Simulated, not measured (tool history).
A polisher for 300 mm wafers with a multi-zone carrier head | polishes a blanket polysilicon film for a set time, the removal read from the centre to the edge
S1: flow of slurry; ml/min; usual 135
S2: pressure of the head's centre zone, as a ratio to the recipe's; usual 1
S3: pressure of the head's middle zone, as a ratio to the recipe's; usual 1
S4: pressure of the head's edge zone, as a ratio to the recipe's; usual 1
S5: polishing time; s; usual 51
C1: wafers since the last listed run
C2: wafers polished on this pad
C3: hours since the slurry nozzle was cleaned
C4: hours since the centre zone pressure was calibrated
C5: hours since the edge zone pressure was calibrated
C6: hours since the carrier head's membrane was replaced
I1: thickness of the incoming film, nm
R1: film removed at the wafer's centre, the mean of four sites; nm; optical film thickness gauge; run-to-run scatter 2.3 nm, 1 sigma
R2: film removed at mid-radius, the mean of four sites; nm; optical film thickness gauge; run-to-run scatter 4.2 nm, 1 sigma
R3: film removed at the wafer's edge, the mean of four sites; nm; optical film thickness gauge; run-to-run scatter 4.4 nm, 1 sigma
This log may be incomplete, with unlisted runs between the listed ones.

run    day   S1    S2    S3    S4  S5   C1    C2     C3     C4      C5      C6      I1     R1     R2     R3
  1      0  135     1     1     1  51    0   175  602.9  688.6  1042.7  1783.7  1043.4  290.5    307  317.3
  2  0.383  135     1     1     1  51   70   245  612.1  697.8  1051.9  1792.9  1053.4  293.5  313.8  316.5
  3  0.879  135     1     1     1  51   91   337    624  709.7  1063.8  1804.8  1053.6  290.6    311  320.5
  4  2.679  135     1     1     1  51  332   669  667.2  752.9    1107    1848  1018.6  287.7  308.4  317.8
     3.083  -- slurry nozzle cleaned
  5  3.104  135     1     1     1  51   70   740    0.5  763.1  1117.2  1858.2  1045.2  289.2  310.3  325.1
  6  3.533  135     1     1     1  51   79   819   10.8  773.4  1127.5  1868.5  1044.3  287.6  316.4  320.9
  7  3.892  135     1     1     1  51   66   885   19.4    782  1136.1  1877.1  1041.8  286.9  307.7  321.3
  8  4.517  135     1     1     1  51  115  1001   34.4    797  1151.1  1892.1  1055.6  286.1  312.3  316.4
     4.742  -- carrier head's membrane replaced by a new one
  9  5.021  135     1     1     1  51   54  1055   46.5  809.1  1163.2     6.7  1036.9  288.3    317  314.4
 10  5.479  135     1  0.94     1  41   84  1140   57.5  820.1  1174.2    17.7  1049.7  230.4  235.8  253.2
      5.75  -- edge zone pressure recalibrated
 11  5.933  135     1     1     1  51   68  1208   68.4    831     4.4    28.6    1027  283.6  314.5    315
 12  6.625  135     1     1     1  51  127  1336     85  847.6      21    45.2  1023.2  285.9  313.9  318.3
     6.871  -- centre zone pressure recalibrated
     7.308  -- worn pad replaced by a new one
 13  7.338  160     1     1     1  51   85     5  102.1   11.2    38.1    62.3  1024.5  335.9  319.5  319.3
 14  7.842  135  0.95     1     1  51   93    98  114.2   23.3    50.2    74.4  1036.7  307.8  314.3  319.9
 15  8.125  120  1.06     1   0.9  51   52   150    121   30.1      57    81.2  1053.3  334.5  298.6  292.8
 16  8.875  145  0.89     1     1  51  138   289    139   48.1      75    99.2  1057.2  293.6  312.7  321.5
 17  9.162  135     1     1  0.91  62   53   342  145.9     55    81.9   106.1  1035.2  397.9  381.9  363.7
 18  9.842  175     1     1  1.09  51  125   467  162.2   71.3    98.2   122.4  1018.1  338.5  322.3  339.5

3 options for the next run, each taken on its own from the tool as it stands now. Forecast them:
  A  9.858  135  1.05     1     1  51   3  470  162.6  71.7  98.6  122.8  1036   ?   ?   ?
  B  9.858  175     1  1.07  1.05  51   3  470  162.6  71.7  98.6  122.8  1036   ?   ?   ?
  C  9.858  180  0.95     1  0.93  57   3  470  162.6  71.7  98.6  122.8  1036   ?   ?   ?

run     R1     R2     R3
  A  336.2  311.9  314.6
  B  334.6  340.6    331
  C  356.6    364  350.3
Had the tool no hidden state, the same runs would have come out as:
run     R1     R2     R3
  A  333.7  311.9  314.6
  B  332.1  340.6    331
  C  353.9    364  350.3
